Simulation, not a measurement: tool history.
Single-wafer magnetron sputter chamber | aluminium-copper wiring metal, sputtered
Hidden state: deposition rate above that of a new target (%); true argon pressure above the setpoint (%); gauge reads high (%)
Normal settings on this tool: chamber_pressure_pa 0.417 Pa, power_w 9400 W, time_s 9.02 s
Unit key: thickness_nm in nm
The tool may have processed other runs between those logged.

run   hour  chamber_pressure_pa  power_w  time_s  wafers since the last listed run  wafers on the sputter target  hours since the last manometer calibration  hours since the magnet pack was replaced  hours since the gauge calibration  read-back reference wafer on the same gauge, thickness_nm  thickness_nm
  1    0.0                0.417     9400    9.02                                 0                          3845                                      1945.0                                    5017.9                              216.4                                                    135.018       136.879
  2   11.2                0.417     9400    9.02                               329                          4175                                      1956.2                                    5029.1                              227.6                                                    134.958       135.659
  3   18.4                0.417     9400    9.02                               212                          4387                                      1963.4                                    5036.3                              234.8                                                    134.942       136.533
  4   28.2                0.503     9400    9.02                               288                          4675                                      1973.2                                    5046.1                              244.6                                                    134.991       130.985
  5   39.7                0.503     9400    9.02                               338                          5014                                      1984.7                                    5057.6                              256.1                                                    134.993       130.398
  6   52.0                0.503     9400    9.02                               362                          5376                                      1997.0                                    5069.9                              268.4                                                    135.069       130.636
      70.8  -- sputter target and shields replaced
  7   71.3                0.417     9400    9.02                               332                            13                                      2016.3                                    5089.2                              287.7                                                    135.010       138.169
  8   83.3                0.417     9400    9.02                               353                           367                                      2028.3                                    5101.2                              299.7                                                    135.004       137.944
  9   96.8                0.342     9400    9.45                               397                           765                                      2041.8                                    5114.7                              313.2                                                    135.031       150.073
 10  106.4                0.342     9400    9.45                               282                          1047                                      2051.4                                    5124.3                              322.8                                                    134.980       149.916
 11  122.9                0.342     9400    9.45                               486                          1533                                      2067.9                                    5140.8                              339.3                                                    135.021       149.358
     124.6  -- gauge calibrated
 12  131.0                0.417     9400    9.63                               238                          1772                                      2076.0                                    5148.9                                6.4                                                    134.976       146.507
 13  138.9                0.417     9400    9.63                               232                          2005                                      2083.9                                    5156.8                               14.3                                                    134.998       146.043
 14  155.9                0.417     9400    9.63                               500                          2506                                      2100.9                                    5173.8                               31.3                                                    135.017       146.100
 15  165.4                0.417     9400    9.02                               279                          2785                                      2110.4                                    5183.3                               40.8                                                    135.020       136.508
 16  173.2                0.417     9400    8.64                               229                          3015                                      2118.2                                    5191.1                               48.6                                                    135.019       131.163
 17  182.9                0.417     9400    9.02                               285                          3301                                      2127.9                                    5200.8                               58.3                                                    134.976       136.429
 18  195.4                0.280    10700   10.24                               368                          3669                                      2140.4                                    5213.3                               70.8                                                    134.994       189.838
 19  201.9                0.307     9400    9.02                               191                          3861                                      2146.9                                    5219.8                               77.3                                                    135.051       144.450
 20  217.9                0.417     9400    8.15                               471                          4332                                      2162.9                                    5235.8                               93.3                                                    135.009       123.101
 21  231.3                0.417     9400    9.02                               394                          4727                                      2176.3                                    5249.2                              106.7                                                    135.023       136.402
 22  237.8                0.417     9400    9.02                               191                          4918                                      2182.8                                    5255.7                              113.2                                                    134.980       136.117
 23  247.0                0.284    11350    9.02                               271                          5189                                      2192.0                                    5264.9                              122.4                                                    134.956       176.222
     255.2  -- magnet pack replaced, of another model than before
 24  257.4                0.417     9400    9.02                                70                          5260                                      2202.4                                       2.2                              132.8                                                    134.918       136.081

The next listed run, before its measurement:
 25  271.0                0.334    11750    9.02                               400                          5661                                      2216.0                                      15.8                              146.4                                                          ?             ?

read-back reference wafer on the same gauge, thickness_nm: 134.966
thickness_nm: 175.840 nm
Were there no unlogged condition in the tool, this run, its random variation unchanged, would have produced thickness_nm 178.903 nm.
